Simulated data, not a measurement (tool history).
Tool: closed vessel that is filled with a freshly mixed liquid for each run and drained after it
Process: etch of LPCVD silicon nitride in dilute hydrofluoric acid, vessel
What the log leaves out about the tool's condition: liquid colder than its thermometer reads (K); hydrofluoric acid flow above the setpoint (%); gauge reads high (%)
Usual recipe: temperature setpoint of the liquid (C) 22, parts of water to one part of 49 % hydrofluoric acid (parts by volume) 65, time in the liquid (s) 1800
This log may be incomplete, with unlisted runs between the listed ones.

| run | hour | temperature setpoint of the liquid (C) | parts of water to one part of 49 % hydrofluoric acid (parts by volume) | time in the liquid (s) | wafers since the last listed run | hours since the thermometer was replaced | hours since the hydrofluoric acid flow meter was replaced | hours since the gauge calibration | read-back film thickness of the LPCVD silicon nitride reference wafer, read on the same gauge (nm) | thickness taken off the LPCVD silicon nitride on a monitor wafer (nm) |
|---|---|---|---|---|---|---|---|---|---|---|
| 1 | 0 | 22 | 65 | 1800 | 0 | 1105.2 | 596.3 | 213.4 | 149.98 | 11.03 |
| 2 | 34.8 | 22 | 65 | 1800 | 1058 | 1140 | 631.1 | 248.2 | 150.01 | 11.06 |
|  | 43.5 | hydrofluoric acid flow meter replaced |
| 3 | 61.3 | 22 | 65 | 1800 | 775 | 1166.5 | 17.8 | 274.7 | 149.98 | 10.97 |
| 4 | 84.5 | 22 | 40 | 2375 | 705 | 1189.7 | 41 | 297.9 | 149.98 | 23.25 |
| 5 | 104.6 | 22 | 40 | 2375 | 611 | 1209.8 | 61.1 | 318 | 149.98 | 23.31 |
| 6 | 122.6 | 22 | 40 | 1125 | 547 | 1227.8 | 79.1 | 336 | 149.98 | 10.97 |
| 7 | 138.6 | 22 | 40 | 1125 | 486 | 1243.8 | 95.1 | 352 | 150 | 11.05 |
| 8 | 154.7 | 22 | 40 | 1125 | 489 | 1259.9 | 111.2 | 368.1 | 150 | 10.95 |
|  | 163.5 | thermometer replaced |
| 9 | 182.8 | 25 | 65 | 1800 | 824 | 19.3 | 139.3 | 396.2 | 150 | 14.34 |
| 10 | 212.9 | 26.5 | 80 | 2180 | 915 | 49.4 | 169.4 | 426.3 | 150 | 15.52 |
| 11 | 227.2 | 26 | 80 | 2355 | 434 | 63.7 | 183.7 | 440.6 | 150 | 16.22 |
| 12 | 257.2 | 22 | 65 | 1800 | 912 | 93.7 | 213.7 | 470.6 | 150.01 | 11.58 |
| 13 | 273.7 | 26 | 65 | 855 | 501 | 110.2 | 230.2 | 487.1 | 150.01 | 7.19 |
| 14 | 299.1 | 17.5 | 65 | 2210 | 772 | 135.6 | 255.6 | 512.5 | 150 | 10.45 |
| 15 | 327 | 20 | 65 | 1105 | 848 | 163.5 | 283.5 | 540.4 | 149.99 | 6.18 |
| 16 | 350.6 | 22 | 65 | 1800 | 717 | 187.1 | 307.1 | 564 | 150 | 11.62 |
| 17 | 364.5 | 22 | 65 | 1800 | 422 | 201 | 321 | 577.9 | 149.98 | 11.54 |
|  | 364.5 | gauge calibrated |
| 18 | 393.9 | 19.5 | 45 | 930 | 894 | 230.4 | 350.4 | 29.4 | 150 | 7.18 |
| 19 | 423.1 | 18.5 | 65 | 1510 | 887 | 259.6 | 379.6 | 58.6 | 150.01 | 7.56 |
| 20 | 454.8 | 22 | 65 | 1800 | 963 | 291.3 | 411.3 | 90.3 | 150 | 11.6 |
| 21 | 487.2 | 17.5 | 80 | 1360 | 985 | 323.7 | 443.7 | 122.7 | 149.99 | 5.2 |
| 22 | 516.8 | 23.5 | 50 | 2520 | 900 | 353.3 | 473.3 | 152.3 | 150 | 23.04 |
| 23 | 538.9 | 26 | 65 | 2235 | 672 | 375.4 | 495.4 | 174.4 | 149.98 | 18.65 |
| 24 | 553.9 | 19.5 | 90 | 1285 | 456 | 390.4 | 510.4 | 189.4 | 149.99 | 4.98 |
| 25 | 572.5 | 26 | 65 | 1800 | 565 | 409 | 529 | 208 | 150.01 | 14.99 |
| 26 | 607.1 | 22 | 65 | 1800 | 1052 | 443.6 | 563.6 | 242.6 | 150.01 | 11.38 |
|  | 612 | hydrofluoric acid flow meter replaced |
| 27 | 633.2 | 22 | 65 | 1800 | 763 | 469.7 | 21.2 | 268.7 | 150 | 11.38 |
| 28 | 650.7 | 22 | 50 | 790 | 532 | 487.2 | 38.7 | 286.2 | 150.04 | 6.47 |
| 29 | 668.1 | 26 | 65 | 855 | 529 | 504.6 | 56.1 | 303.6 | 149.99 | 7.05 |
| 30 | 699.8 | 26.5 | 65 | 1800 | 963 | 536.3 | 87.8 | 335.3 | 149.98 | 15.47 |
| 31 | 719.5 | 23.5 | 50 | 2520 | 599 | 556 | 107.5 | 355 | 149.99 | 22.77 |

What if the next run were any one of these 5? Each begins from the tool's condition after run 31:
| A | 720.7 | 22 | 65 | 2230 | 36 | 557.2 | 108.7 | 356.2 | ? | ? |
| B | 720.7 | 18 | 65 | 1800 | 36 | 557.2 | 108.7 | 356.2 | ? | ? |
| C | 720.7 | 23.5 | 40 | 865 | 36 | 557.2 | 108.7 | 356.2 | ? | ? |
| D | 720.7 | 24 | 65 | 2850 | 36 | 557.2 | 108.7 | 356.2 | ? | ? |
| E | 720.7 | 22 | 65 | 1325 | 36 | 557.2 | 108.7 | 356.2 | ? | ? |

| run | read-back film thickness of the LPCVD silicon nitride reference wafer, read on the same gauge (nm) | thickness taken off the LPCVD silicon nitride on a monitor wafer (nm) |
|---|---|---|
| A | 150 | 14.11 |
| B | 150 | 8.63 |
| C | 150 | 9.74 |
| D | 150 | 20.64 |
| E | 150 | 8.38 |
Stripped of hidden state, with their random variation kept, the same runs would have yielded:
| run | thickness taken off the LPCVD silicon nitride on a monitor wafer (nm) |
|---|---|
| A | 14.54 |
| B | 8.9 |
| C | 10.03 |
| D | 21.26 |
| E | 8.64 |

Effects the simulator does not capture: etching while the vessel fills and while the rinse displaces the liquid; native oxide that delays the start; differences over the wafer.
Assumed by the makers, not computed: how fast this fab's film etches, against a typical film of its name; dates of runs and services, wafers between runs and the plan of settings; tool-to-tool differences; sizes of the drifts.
